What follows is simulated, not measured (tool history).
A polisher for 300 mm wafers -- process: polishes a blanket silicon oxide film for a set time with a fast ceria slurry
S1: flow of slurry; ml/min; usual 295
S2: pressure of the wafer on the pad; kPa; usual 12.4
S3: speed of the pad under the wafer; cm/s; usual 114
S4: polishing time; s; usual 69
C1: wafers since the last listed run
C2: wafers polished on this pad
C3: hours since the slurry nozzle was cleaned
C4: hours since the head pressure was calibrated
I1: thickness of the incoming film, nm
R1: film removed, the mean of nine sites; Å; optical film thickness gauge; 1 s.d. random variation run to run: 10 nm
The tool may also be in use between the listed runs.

| run | hour | S1 | S2 | S3 | S4 | C1 | C2 | C3 | C4 | I1 | R1 |
|---|---|---|---|---|---|---|---|---|---|---|---|
| 1 | 0 | 295 | 12.4 | 114 | 69 | 0 | 783 | 447.9 | 1116.4 | 3902.2 | 8559 |
| 2 | 11.1 | 295 | 12.4 | 114 | 69 | 94 | 878 | 459 | 1127.5 | 3876.8 | 8419 |
| 3 | 24.1 | 295 | 12.4 | 114 | 69 | 111 | 989 | 472 | 1140.5 | 3865.9 | 8401 |
|  | 30.2 | worn pad replaced by a new one |
| 4 | 39.8 | 295 | 12.4 | 114 | 69 | 100 | 82 | 487.7 | 1156.2 | 3823.9 | 8503 |
| 5 | 53 | 295 | 12.4 | 114 | 69 | 112 | 195 | 500.9 | 1169.4 | 3806.9 | 8566 |
| 6 | 61.8 | 295 | 12.4 | 114 | 69 | 75 | 270 | 509.7 | 1178.2 | 3827.4 | 8670 |
| 7 | 68.9 | 295 | 12.4 | 114 | 69 | 60 | 330 | 516.8 | 1185.3 | 3931.5 | 8563 |
|  | 83.6 | head pressure recalibrated |
| 8 | 84.1 | 295 | 12.4 | 144 | 69 | 112 | 443 | 532 | 0.5 | 3872.5 | 9774 |
| 9 | 92.4 | 295 | 12.4 | 144 | 69 | 70 | 514 | 540.3 | 8.8 | 3903.2 | 9951 |
| 10 | 103.5 | 295 | 12.4 | 114 | 69 | 94 | 609 | 551.4 | 19.9 | 3871.1 | 7850 |
| 11 | 114.9 | 295 | 12.4 | 114 | 69 | 97 | 707 | 562.8 | 31.3 | 3827.4 | 8056 |
| 12 | 124 | 295 | 12.4 | 114 | 69 | 77 | 784 | 571.9 | 40.4 | 3830.4 | 7860 |
| 13 | 140.5 | 295 | 12.4 | 114 | 69 | 141 | 925 | 588.4 | 56.9 | 3862.4 | 7741 |
|  | 154.3 | worn pad replaced by a new one |
| 14 | 154.8 | 295 | 12.4 | 114 | 69 | 88 | 4 | 602.7 | 71.2 | 3887.1 | 7994 |
| 15 | 161.3 | 295 | 10.3 | 114 | 69 | 55 | 59 | 609.2 | 77.7 | 3787.3 | 6776 |
| 16 | 169.7 | 295 | 12.4 | 114 | 69 | 71 | 131 | 617.6 | 86.1 | 3897.1 | 7957 |
| 17 | 179.8 | 340 | 9.7 | 114 | 92 | 86 | 218 | 627.7 | 96.2 | 3845.5 | 8544 |
| 18 | 187.5 | 295 | 12.4 | 114 | 80 | 65 | 283 | 635.4 | 103.9 | 3875.5 | 9228 |
|  | 204.5 | slurry nozzle cleaned |
| 19 | 227.1 | 350 | 10.3 | 86 | 58 | 329 | 613 | 22.6 | 143.5 | 3836.1 | 4290 |
| 20 | 241.3 | 330 | 15.9 | 126 | 89 | 121 | 735 | 36.8 | 157.7 | 3827.9 | 14604 |
| 21 | 258 | 295 | 16.5 | 96 | 69 | 142 | 878 | 53.5 | 174.4 | 3818.4 | 8936 |
| 22 | 265.5 | 295 | 12.4 | 124 | 77 | 64 | 942 | 61 | 181.9 | 3817.9 | 9855 |
|  | 279.2 | worn pad replaced by a new one |
| 23 | 279.7 | 295 | 12.4 | 114 | 69 | 87 | 4 | 75.2 | 196.1 | 3883.9 | 7933 |
| 24 | 287.1 | 295 | 12.4 | 90 | 69 | 63 | 67 | 82.6 | 203.5 | 3851.9 | 6435 |
| 25 | 304.7 | 295 | 12.4 | 114 | 69 | 150 | 217 | 100.2 | 221.1 | 3823.9 | 8038 |
| 26 | 322 | 295 | 12.4 | 114 | 86 | 147 | 365 | 117.5 | 238.4 | 3849.6 | 10129 |
| 27 | 334.3 | 265 | 11 | 114 | 58 | 105 | 470 | 129.8 | 250.7 | 3846.5 | 5956 |
| 28 | 351 | 295 | 14.5 | 114 | 69 | 142 | 613 | 146.5 | 267.4 | 3884.6 | 9507 |
| 29 | 365.7 | 295 | 10.3 | 148 | 81 | 125 | 739 | 161.2 | 282.1 | 3898.2 | 10201 |
| 30 | 379.7 | 295 | 9 | 114 | 83 | 119 | 859 | 175.2 | 296.1 | 3832.1 | 7118 |
|  | 391.7 | worn pad replaced by a new one |
| 31 | 394.1 | 295 | 12.4 | 114 | 84 | 88 | 20 | 189.6 | 310.5 | 3797.1 | 9712 |
| 32 | 414.4 | 370 | 14.5 | 114 | 53 | 173 | 193 | 209.9 | 330.8 | 3822.2 | 7453 |
| 33 | 424.4 | 295 | 13.8 | 114 | 79 | 85 | 279 | 219.9 | 340.8 | 3901.1 | 10467 |
| 34 | 434.6 | 295 | 15.9 | 114 | 69 | 87 | 366 | 230.1 | 351 | 3881.7 | 10234 |
| 35 | 440.8 | 215 | 12.4 | 114 | 69 | 53 | 419 | 236.3 | 357.2 | 3837 | 7764 |
| 36 | 453.8 | 360 | 13.8 | 114 | 49 | 111 | 530 | 249.3 | 370.2 | 3853.8 | 6508 |
| 37 | 469.3 | 340 | 12.4 | 86 | 82 | 132 | 663 | 264.8 | 385.7 | 3874.7 | 7293 |

Forecast each of these 4 alternatives for the next run:
| A | 469.8 | 295 | 12.4 | 102 | 69 | 4 | 667 | 265.3 | 386.2 | 3916.7 | ? |
| B | 469.8 | 345 | 15.9 | 102 | 85 | 4 | 667 | 265.3 | 386.2 | 3916.7 | ? |
| C | 469.8 | 295 | 15.9 | 124 | 69 | 4 | 667 | 265.3 | 386.2 | 3916.7 | ? |
| D | 469.8 | 295 | 12.4 | 146 | 69 | 4 | 667 | 265.3 | 386.2 | 3916.7 | ? |

| run | R1 |
|---|---|
| A | 7327 |
| B | 11643 |
| C | 11382 |
| D | 10488 |
Had the tool no hidden state, the same runs would have come out as:
| run | R1 |
|---|---|
| A | 6873 |
| B | 10921 |
| C | 10676 |
| D | 9837 |
